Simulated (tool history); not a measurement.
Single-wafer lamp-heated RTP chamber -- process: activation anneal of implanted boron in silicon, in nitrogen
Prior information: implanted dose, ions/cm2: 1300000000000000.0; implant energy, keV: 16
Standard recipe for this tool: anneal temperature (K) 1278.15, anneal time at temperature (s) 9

| run | day | anneal temperature (K) | anneal time at temperature (s) | wafers since the last listed run | wafers since the last pyrometer calibration | wafers since the reflector plate was cleaned | hours since the gauge calibration | read-back reference wafer on the same gauge, sheet resistance | sheet resistance of the implanted and annealed layer (ohm/square) |
|---|---|---|---|---|---|---|---|---|---|
| 1 | 0.000 | 1278.15 | 9 | 0 | 5207 | 5207 | 125.6 | 99.97 | 103.89 |
|  | 0.179 | pyrometer window cleaned and pyrometer calibrated |
|  | 6.025 | reflector plate cleaned |
|  | 10.800 | pyrometer window cleaned and pyrometer calibrated |
| 2 | 12.250 | 1278.15 | 9 | 5861 | 745 | 3029 | 419.6 | 100.05 | 101.61 |
| 3 | 14.575 | 1278.15 | 9 | 1195 | 1940 | 4224 | 475.4 | 99.80 | 101.33 |
| 4 | 18.496 | 1278.15 | 9 | 2015 | 3956 | 6240 | 569.5 | 100.14 | 101.05 |
|  | 21.183 | pyrometer window cleaned and pyrometer calibrated, repeated, since the last time left the tool worse |
|  | 21.229 | reflector plate cleaned |
| 5 | 21.250 | 1278.15 | 9 | 1222 | 11 | 11 | 635.6 | 100.02 | 105.77 |
| 6 | 25.025 | 1278.15 | 9 | 1940 | 1952 | 1952 | 726.2 | 99.99 | 103.81 |
| 7 | 27.183 | 1278.15 | 9 | 1109 | 3061 | 3061 | 778.0 | 100.12 | 103.17 |
| 8 | 28.717 | 1305.15 | 6 | 788 | 3850 | 3850 | 814.8 | 100.23 | 98.96 |
|  | 31.046 | pyrometer window cleaned and pyrometer calibrated |
| 9 | 31.833 | 1262.15 | 12 | 1430 | 405 | 5280 | 889.6 | 99.97 | 110.22 |
| 10 | 34.412 | 1258.15 | 9 | 1325 | 1730 | 6606 | 951.5 | 99.98 | 113.07 |
| 11 | 36.696 | 1278.15 | 9 | 1173 | 2904 | 7780 | 1006.3 | 100.10 | 103.21 |
|  | 37.517 | gauge calibrated |
|  | 37.562 | reflector plate cleaned |
|  | 40.725 | pyrometer window cleaned and pyrometer calibrated |
| 12 | 41.008 | 1256.15 | 13 | 1874 | 145 | 1599 | 83.8 | 99.72 | 114.62 |
| 13 | 43.567 | 1294.15 | 13 | 1315 | 1460 | 2915 | 145.2 | 100.06 | 98.71 |
| 14 | 46.558 | 1278.15 | 6 | 1537 | 2998 | 4453 | 217.0 | 100.10 | 105.05 |
|  | 49.592 | pyrometer window cleaned and pyrometer calibrated |
| 15 | 50.296 | 1295.15 | 9 | 1750 | 362 | 6203 | 306.7 | 99.98 | 100.04 |

Consider 4 possible next runs. They are alternatives, not a sequence: every one starts from the tool as it was left by run 15. What does each give?
| A | 50.312 | 1262.15 | 9 | 8 | 371 | 6211 | 307.1 | ? | ? |
| B | 50.312 | 1278.15 | 5 | 8 | 371 | 6211 | 307.1 | ? | ? |
| C | 50.312 | 1259.15 | 4 | 8 | 371 | 6211 | 307.1 | ? | ? |
| D | 50.312 | 1254.15 | 9 | 8 | 371 | 6211 | 307.1 | ? | ? |

| run | read-back reference wafer on the same gauge, sheet resistance | sheet resistance of the implanted and annealed layer (ohm/square) |
|---|---|---|
| A | 100.14 | 112.29 |
| B | 100.14 | 106.80 |
| C | 100.14 | 118.76 |
| D | 100.14 | 118.12 |
Had the tool no hidden state, the same runs would have come out as:
| run | sheet resistance of the implanted and annealed layer (ohm/square) |
|---|---|
| A | 113.04 |
| B | 107.27 |
| C | 119.73 |
| D | 119.12 |

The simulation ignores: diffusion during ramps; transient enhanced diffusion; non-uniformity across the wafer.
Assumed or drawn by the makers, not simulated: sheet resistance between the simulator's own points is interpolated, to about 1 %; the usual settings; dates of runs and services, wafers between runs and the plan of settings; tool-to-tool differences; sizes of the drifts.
